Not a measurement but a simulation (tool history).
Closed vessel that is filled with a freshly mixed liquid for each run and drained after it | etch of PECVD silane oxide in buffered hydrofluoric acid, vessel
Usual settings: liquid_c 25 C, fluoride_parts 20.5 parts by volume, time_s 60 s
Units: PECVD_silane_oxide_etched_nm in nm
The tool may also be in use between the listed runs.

run,hour,liquid_c,fluoride_parts,time_s,wafers since the last listed run,hours since the thermometer was replaced,hours since the hydrofluoric acid flow meter was replaced,hours since the gauge calibration,"read-back film thickness of the PECVD silane oxide reference wafer, read on the same gauge (nm)",PECVD_silane_oxide_etched_nm
1,0,25,20.5,60,0,2211,1317.2,24.1,99.99,73.21
2,53.9,25,20.5,60,6557,2264.9,1371.1,78,100.04,72.92
3,97.6,25,20.5,60,5316,2308.6,1414.8,121.7,99.99,73.74
4,157.6,25,20.5,60,7299,2368.6,1474.8,181.7,99.96,73.9
# hour 190.5: hydrofluoric acid flow meter replaced
5,191,25,20.5,60,3941,2402,0.5,215.1,99.99,77.68
6,238.8,25,20.5,60,5815,2449.8,48.3,262.9,99.98,78.07
# hour 273: hydrofluoric acid flow meter replaced, repeated, since the last time left the tool worse
# hour 284.6: gauge calibrated
7,298.9,25,20.5,60,7189,2509.9,25.9,14.3,99.95,67.61
# hour 325.1: thermometer replaced
8,325.6,26.5,20.5,60,3126,0.5,52.6,41,100.03,74
9,396.7,29.5,20.5,60,8649,71.6,123.7,112.1,99.98,87.93
10,423.5,25,25.5,60,3260,98.4,150.5,138.9,99.97,59.2
11,462.4,25,26.5,60,4732,137.3,189.4,177.8,99.99,57.47
12,508.3,28.5,23,60,5583,183.2,235.3,223.7,99.99,77.59
13,557.9,25,20.5,60,6034,232.8,284.9,273.3,100.04,68.52
14,585.2,25,20.5,60,3321,260.1,312.2,300.6,99.97,70.42
# hour 612.2: gauge calibrated
15,617,21.5,20.5,80,3868,291.9,344,4.8,99.99,76.01

4 ways to go on from here, each from the tool as it stands after run 15. What would each give?
A,617.7,25,20.5,60,85,292.6,344.7,5.5,?,?
B,617.7,22,20.5,30,85,292.6,344.7,5.5,?,?
C,617.7,25,18.5,30,85,292.6,344.7,5.5,?,?
D,617.7,27,13,60,85,292.6,344.7,5.5,?,?

run,"read-back film thickness of the PECVD silane oxide reference wafer, read on the same gauge (nm)",PECVD_silane_oxide_etched_nm
A,100.02,69.29
B,100.02,29.38
C,100.02,38.33
D,100.02,120.75
Without the tool's hidden state the same runs would have given:
run,PECVD_silane_oxide_etched_nm
A,67.65
B,28.69
C,37.15
D,117.06

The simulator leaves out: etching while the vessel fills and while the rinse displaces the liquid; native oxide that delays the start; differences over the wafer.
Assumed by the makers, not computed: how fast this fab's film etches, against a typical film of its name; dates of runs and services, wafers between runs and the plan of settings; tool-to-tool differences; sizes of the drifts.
